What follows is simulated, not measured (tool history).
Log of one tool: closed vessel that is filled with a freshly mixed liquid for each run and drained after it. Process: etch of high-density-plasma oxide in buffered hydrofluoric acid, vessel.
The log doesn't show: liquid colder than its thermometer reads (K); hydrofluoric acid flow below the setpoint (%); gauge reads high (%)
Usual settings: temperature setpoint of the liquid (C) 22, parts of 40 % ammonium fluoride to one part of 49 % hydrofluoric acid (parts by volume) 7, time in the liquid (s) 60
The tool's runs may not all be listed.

run	day	temperature setpoint of the liquid (C)	parts of 40 % ammonium fluoride to one part of 49 % hydrofluoric acid (parts by volume)	time in the liquid (s)	wafers since the last listed run	hours since the thermometer was replaced	hours since the hydrofluoric acid flow meter was replaced	hours since the gauge calibration	read-back film thickness of the high-density-plasma oxide reference wafer, read on the same gauge (nm)	thickness taken off the high-density-plasma oxide on a monitor wafer (Å)
1	0	22	7	60	0	2153.3	48.6	1051.2	90.02	1514.8
2	4.146	22	7	60	13270	2252.8	148.1	1150.7	89.99	1523.8
3	5.746	22	7	60	5121	2291.2	186.5	1189.1	90	1511.9
4	10.008	25	7	60	13643	2393.5	288.8	1291.4	89.99	1771.1
5	11.629	25	7	60	5188	2432.4	327.7	1330.3	89.99	1769.6
6	14.417	22	7	60	8922	2499.3	394.6	1397.2	90.02	1498.1
7	16.571	22	7	60	6895	2551	446.3	1448.9	89.98	1508.9
8	18.908	22	7	60	7481	2607.1	502.4	1505	90	1480.8
9	23.2	22	7	60	13737	2710.1	605.4	1608	89.97	1488
10	24.967	22	7	60	5654	2752.5	647.8	1650.4	89.98	1490.2
# day 27.404: gauge calibrated
11	27.975	22	7	70	9629	2824.7	720	13.7	90.01	1735.3
12	31.767	22	7	70	12136	2915.7	811	104.7	89.97	1730.9
13	34.25	22	7	60	7948	2975.3	870.6	164.3	89.99	1471.1
14	37.854	19.5	7	60	11536	3061.8	957.1	250.8	89.97	1278.2
# day 41.117: thermometer replaced
15	41.496	22	7	60	11523	9.1	1044.5	338.2	90.03	1478.1
# day 42.154: hydrofluoric acid flow meter replaced
16	44.6	19.5	6	60	9802	83.6	58.7	412.7	90	1499.3
17	46.417	22	7	85	5814	127.2	102.3	456.3	89.99	2150.4
18	50.004	20.5	5	60	11483	213.3	188.4	542.4	89.99	1853.8

Run 19 comes next. What will it give?
19	51.717	22	5.5	60	5481	254.4	229.5	583.5	?	?

read-back film thickness of the high-density-plasma oxide reference wafer, read on the same gauge (nm): 90.02
thickness taken off the high-density-plasma oxide on a monitor wafer (Å): 1858.4
Were there no unlogged condition in the tool, this run, its random variation unchanged, would have produced thickness taken off the high-density-plasma oxide on a monitor wafer (Å) 1873.3.
